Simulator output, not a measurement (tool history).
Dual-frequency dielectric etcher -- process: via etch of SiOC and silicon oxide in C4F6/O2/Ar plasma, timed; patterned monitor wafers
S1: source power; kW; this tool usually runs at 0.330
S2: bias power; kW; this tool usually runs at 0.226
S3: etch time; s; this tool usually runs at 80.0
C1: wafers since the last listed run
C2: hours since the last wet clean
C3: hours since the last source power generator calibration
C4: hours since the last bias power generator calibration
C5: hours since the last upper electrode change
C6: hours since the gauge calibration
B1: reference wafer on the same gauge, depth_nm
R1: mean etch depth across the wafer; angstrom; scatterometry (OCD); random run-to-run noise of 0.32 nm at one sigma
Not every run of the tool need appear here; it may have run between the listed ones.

Run 1, hour 0.0: usual settings; C1 0; C2 244.7; C3 1547.6; C4 3173.2; C5 6021.5; C6 289.2; B1 77.4. Result: R1 918 angstrom.
Run 2, hour 12.0: usual settings; C1 78; C2 256.7; C3 1559.6; C4 3185.2; C5 6033.5; C6 301.2; B1 77.4. Result: R1 925 angstrom.
Run 3, hour 22.6: usual settings; C1 69; C2 267.3; C3 1570.2; C4 3195.8; C5 6044.1; C6 311.8; B1 77.4. Result: R1 918 angstrom.
Run 4, hour 39.2: usual settings; C1 108; C2 283.9; C3 1586.8; C4 3212.4; C5 6060.7; C6 328.4; B1 77.4. Result: R1 929 angstrom.
Run 5, hour 49.0: usual settings; C1 64; C2 293.7; C3 1596.6; C4 3222.2; C5 6070.5; C6 338.2; B1 77.4. Result: R1 920 angstrom.
Run 6, hour 63.8: usual settings; C1 97; C2 308.5; C3 1611.4; C4 3237.0; C5 6085.3; C6 353.0; B1 77.4. Result: R1 915 angstrom.
Run 7, hour 74.0: usual settings; C1 66; C2 318.7; C3 1621.6; C4 3247.2; C5 6095.5; C6 363.2; B1 77.5. Result: R1 926 angstrom.
Run 8, hour 82.0: usual settings; C1 52; C2 326.7; C3 1629.6; C4 3255.2; C5 6103.5; C6 371.2; B1 77.5. Result: R1 919 angstrom.
Run 9, hour 104.8: usual settings; C1 149; C2 349.5; C3 1652.4; C4 3278.0; C5 6126.3; C6 394.0; B1 77.5. Result: R1 922 angstrom.
Run 10, hour 115.7: usual settings; C1 71; C2 360.4; C3 1663.3; C4 3288.9; C5 6137.2; C6 404.9; B1 77.4. Result: R1 922 angstrom.
Run 11, hour 131.9: usual settings; C1 106; C2 376.6; C3 1679.5; C4 3305.1; C5 6153.4; C6 421.1; B1 77.5. Result: R1 920 angstrom.
At hour 138.2: source power generator calibrated.
Run 12, hour 142.7: usual settings; C1 44; C2 387.4; C3 4.5; C4 3315.9; C5 6164.2; C6 431.9; B1 77.4. Result: R1 918 angstrom.
At hour 145.0: gauge calibrated.
Run 13, hour 150.3: usual settings; C1 49; C2 395.0; C3 12.1; C4 3323.5; C5 6171.8; C6 5.3; B1 77.4. Result: R1 917 angstrom.
At hour 176.8: wet clean of the chamber.
At hour 192.2: upper electrode replaced.
Run 14, hour 192.7: usual settings but S1 0.370 kW, S2 0.196 kW, S3 63.0 s; C1 19; C2 15.9; C3 54.5; C4 3365.9; C5 0.5; C6 47.7; B1 77.3. Result: R1 723 angstrom.
Run 15, hour 193.1: usual settings but S1 0.360 kW, S2 0.174 kW, S3 87.5 s; C1 2; C2 16.3; C3 54.9; C4 3366.3; C5 0.9; C6 48.1; B1 77.4. Result: R1 938 angstrom.
Run 16, hour 193.4: usual settings but S1 0.400 kW, S2 0.240 kW; C1 1; C2 16.6; C3 55.2; C4 3366.6; C5 1.2; C6 48.4; B1 77.4. Result: R1 1027 angstrom.

Run 17 comes next. What will it give?
Run 17, hour 193.8: usual settings but S1 0.360 kW, S2 0.243 kW, S3 63.5 s; C1 2; C2 17.0; C3 55.6; C4 3367.0; C5 1.6; C6 48.8; B1 ?. Result: R1 ?.

Logged for run 17: B1 77.4, R1 784 angstrom.
Minus the tool's unlogged condition, the same run would have read R1 784 angstrom.
